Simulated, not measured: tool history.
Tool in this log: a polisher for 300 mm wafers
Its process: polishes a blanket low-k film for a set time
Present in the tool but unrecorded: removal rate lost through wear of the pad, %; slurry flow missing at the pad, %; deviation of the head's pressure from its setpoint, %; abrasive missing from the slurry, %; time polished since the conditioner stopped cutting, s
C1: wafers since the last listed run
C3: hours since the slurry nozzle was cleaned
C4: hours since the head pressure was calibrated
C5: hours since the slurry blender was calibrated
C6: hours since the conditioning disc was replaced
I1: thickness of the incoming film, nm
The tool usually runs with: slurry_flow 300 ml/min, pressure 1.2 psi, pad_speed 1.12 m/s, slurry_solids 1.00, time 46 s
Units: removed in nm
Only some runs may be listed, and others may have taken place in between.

run 1 hour=0.0 | slurry_flow=300 pressure=1.2 pad_speed=1.12 slurry_solids=1.00 time=38 | C1=0 wafers_polished_on_this_pad=525 C3=192.1 C4=1157.1 C5=293.3 C6=15.6 | I1=619.2 | removed=8.5
run 2 hour=15.0 | slurry_flow=300 pressure=1.2 pad_speed=1.12 slurry_solids=1.00 time=38 | C1=161 wafers_polished_on_this_pad=687 C3=207.1 C4=1172.1 C5=308.3 C6=30.6 | I1=608.8 | removed=8.5
run 3 hour=32.3 | slurry_flow=300 pressure=1.2 pad_speed=1.12 slurry_solids=1.00 time=46 | C1=186 wafers_polished_on_this_pad=874 C3=224.4 C4=1189.4 C5=325.6 C6=47.9 | I1=615.9 | removed=10.3
-- hour=41.5 worn pad replaced by a new one
run 4 hour=42.0 | slurry_flow=300 pressure=1.1 pad_speed=1.12 slurry_solids=1.00 time=46 | C1=61 wafers_polished_on_this_pad=5 C3=234.1 C4=1199.1 C5=335.3 C6=57.6 | I1=626.0 | removed=9.4
-- hour=50.3 head pressure recalibrated
-- hour=53.6 slurry nozzle cleaned
run 5 hour=55.1 | slurry_flow=300 pressure=1.1 pad_speed=1.12 slurry_solids=1.00 time=46 | C1=108 wafers_polished_on_this_pad=114 C3=1.5 C4=4.8 C5=348.4 C6=70.7 | I1=626.9 | removed=9.3
run 6 hour=68.7 | slurry_flow=300 pressure=1.1 pad_speed=1.12 slurry_solids=1.00 time=46 | C1=146 wafers_polished_on_this_pad=260 C3=15.1 C4=18.4 C5=362.0 C6=84.3 | I1=614.9 | removed=9.4
-- hour=85.5 slurry blender recalibrated
run 7 hour=86.6 | slurry_flow=300 pressure=1.2 pad_speed=1.12 slurry_solids=0.75 time=35 | C1=171 wafers_polished_on_this_pad=432 C3=33.0 C4=36.3 C5=1.1 C6=102.2 | I1=616.9 | removed=5.5
run 8 hour=96.6 | slurry_flow=300 pressure=1.2 pad_speed=1.12 slurry_solids=1.15 time=46 | C1=107 wafers_polished_on_this_pad=540 C3=43.0 C4=46.3 C5=11.1 C6=112.2 | I1=615.3 | removed=9.9
run 9 hour=103.2 | slurry_flow=300 pressure=1.0 pad_speed=0.98 slurry_solids=1.00 time=54 | C1=71 wafers_polished_on_this_pad=611 C3=49.6 C4=52.9 C5=17.7 C6=118.8 | I1=621.2 | removed=7.9
run 10 hour=113.1 | slurry_flow=300 pressure=0.9 pad_speed=1.48 slurry_solids=1.00 time=56 | C1=106 wafers_polished_on_this_pad=718 C3=59.5 C4=62.8 C5=27.6 C6=128.7 | I1=622.4 | removed=10.2
-- hour=119.2 conditioning disc replaced and pad reconditioned
run 11 hour=119.9 | slurry_flow=235 pressure=1.3 pad_speed=0.84 slurry_solids=1.00 time=32 | C1=51 wafers_polished_on_this_pad=769 C3=66.3 C4=69.6 C5=34.4 C6=0.7 | I1=624.7 | removed=5.3
-- hour=129.9 worn pad replaced by a new one
run 12 hour=130.4 | slurry_flow=300 pressure=1.2 pad_speed=1.12 slurry_solids=1.00 time=46 | C1=70 wafers_polished_on_this_pad=5 C3=76.8 C4=80.1 C5=44.9 C6=11.2 | I1=614.8 | removed=8.9
run 13 hour=137.2 | slurry_flow=235 pressure=1.6 pad_speed=1.12 slurry_solids=0.70 time=55 | C1=73 wafers_polished_on_this_pad=79 C3=83.6 C4=86.9 C5=51.7 C6=18.0 | I1=617.4 | removed=10.3
run 14 hour=147.1 | slurry_flow=380 pressure=1.6 pad_speed=1.46 slurry_solids=1.00 time=46 | C1=106 wafers_polished_on_this_pad=186 C3=93.5 C4=96.8 C5=61.6 C6=27.9 | I1=625.5 | removed=15.0
-- hour=154.2 slurry blender recalibrated, repeated, since the last time left the tool worse
run 15 hour=161.7 | slurry_flow=300 pressure=1.2 pad_speed=1.12 slurry_solids=1.00 time=46 | C1=135 wafers_polished_on_this_pad=321 C3=108.1 C4=111.4 C5=7.5 C6=42.5 | I1=626.4 | removed=10.6
run 16 hour=179.5 | slurry_flow=300 pressure=1.6 pad_speed=1.12 slurry_solids=0.75 time=46 | C1=191 wafers_polished_on_this_pad=513 C3=125.9 C4=129.2 C5=25.3 C6=60.3 | I1=626.4 | removed=11.6
run 17 hour=194.1 | slurry_flow=205 pressure=1.5 pad_speed=1.12 slurry_solids=1.00 time=60 | C1=157 wafers_polished_on_this_pad=671 C3=140.5 C4=143.8 C5=39.9 C6=74.9 | I1=610.3 | removed=16.7
run 18 hour=209.0 | slurry_flow=300 pressure=1.2 pad_speed=1.12 slurry_solids=1.00 time=46 | C1=160 wafers_polished_on_this_pad=832 C3=155.4 C4=158.7 C5=54.8 C6=89.8 | I1=609.1 | removed=10.8

Run 19 has not been measured yet. What should we expect?
run 19 hour=218.9 | slurry_flow=300 pressure=1.2 pad_speed=1.12 slurry_solids=0.80 time=41 | C1=106 wafers_polished_on_this_pad=938 C3=165.3 C4=168.6 C5=64.7 C6=99.7 | I1=618.4 | removed=?

{"run 19": {"removed": 8.2}}
On a tool with no hidden condition, and with the same random variation, this run would have come out at removed 8.2 nm.
